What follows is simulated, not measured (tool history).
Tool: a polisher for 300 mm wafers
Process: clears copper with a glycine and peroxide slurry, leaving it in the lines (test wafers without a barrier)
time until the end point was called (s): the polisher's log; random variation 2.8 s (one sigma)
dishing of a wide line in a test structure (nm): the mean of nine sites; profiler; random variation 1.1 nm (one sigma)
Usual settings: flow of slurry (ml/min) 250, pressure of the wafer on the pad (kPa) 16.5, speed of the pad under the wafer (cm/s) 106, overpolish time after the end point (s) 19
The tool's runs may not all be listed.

| run | hour | flow of slurry (ml/min) | pressure of the wafer on the pad (kPa) | speed of the pad under the wafer (cm/s) | overpolish time after the end point (s) | incoming thickness of the incoming film, nm | time until the end point was called (s) | dishing of a wide line in a test structure (nm) |
|---|---|---|---|---|---|---|---|---|
| 1 | 0.0 | 250 | 16.5 | 106 | 19 | 731.3 | 156.4 | 51.7 |
| 2 | 15.3 | 250 | 16.5 | 106 | 19 | 728.7 | 164.4 | 48.8 |
| 3 | 29.2 | 250 | 16.5 | 106 | 19 | 721.5 | 166.1 | 48.7 |
| 4 | 41.2 | 250 | 16.5 | 106 | 19 | 725.0 | 172.0 | 49.3 |
| 5 | 53.3 | 250 | 16.5 | 106 | 19 | 704.2 | 167.8 | 48.6 |
|  | 55.6 | slurry nozzle cleaned |
|  | 59.4 | head pressure recalibrated |
| 6 | 63.5 | 250 | 16.5 | 106 | 19 | 727.8 | 182.4 | 47.0 |
| 7 | 71.7 | 280 | 16.5 | 92 | 19 | 718.7 | 201.2 | 43.3 |
|  | 86.1 | worn pad replaced by a new one |
| 8 | 86.6 | 250 | 13.1 | 140 | 19 | 717.3 | 149.2 | 54.3 |
| 9 | 99.5 | 300 | 13.8 | 140 | 11 | 726.1 | 140.7 | 35.5 |
| 10 | 113.5 | 250 | 16.5 | 106 | 19 | 707.2 | 154.0 | 52.5 |
| 11 | 125.2 | 285 | 12.4 | 106 | 19 | 723.8 | 198.2 | 44.2 |
| 12 | 141.4 | 320 | 16.5 | 96 | 13 | 721.6 | 173.6 | 34.9 |
| 13 | 150.6 | 195 | 16.5 | 106 | 19 | 723.0 | 165.9 | 50.2 |
| 14 | 160.1 | 170 | 11.7 | 106 | 19 | 730.1 | 215.1 | 40.7 |
| 15 | 172.4 | 250 | 21.4 | 106 | 19 | 713.0 | 134.8 | 58.9 |

Hidden state or all else? Some run-to-run changes of time until the end point was called (s), split into what the settings, what came in and random variation would give without the hidden state, and what is left for the hidden state (with any gauge scatter that isn't in both results):
The hidden state here: removal rate lost through wear of the pad, %; slurry flow missing at the pad, %; deviation of the head's pressure from its setpoint, %.
Run 7 -> 8: flow of slurry (ml/min) 280 -> 250, pressure of the wafer on the pad (kPa) 16.5 -> 13.1, speed of the pad under the wafer (cm/s) 92 -> 140, worn pad replaced by a new one. time until the end point was called (s) -52.0: hidden state -24.5, all else -27.5.
Run 14 -> 15: flow of slurry (ml/min) 170 -> 250, pressure of the wafer on the pad (kPa) 11.7 -> 21.4. time until the end point was called (s) -80.3: hidden state -2.2, all else -78.1.
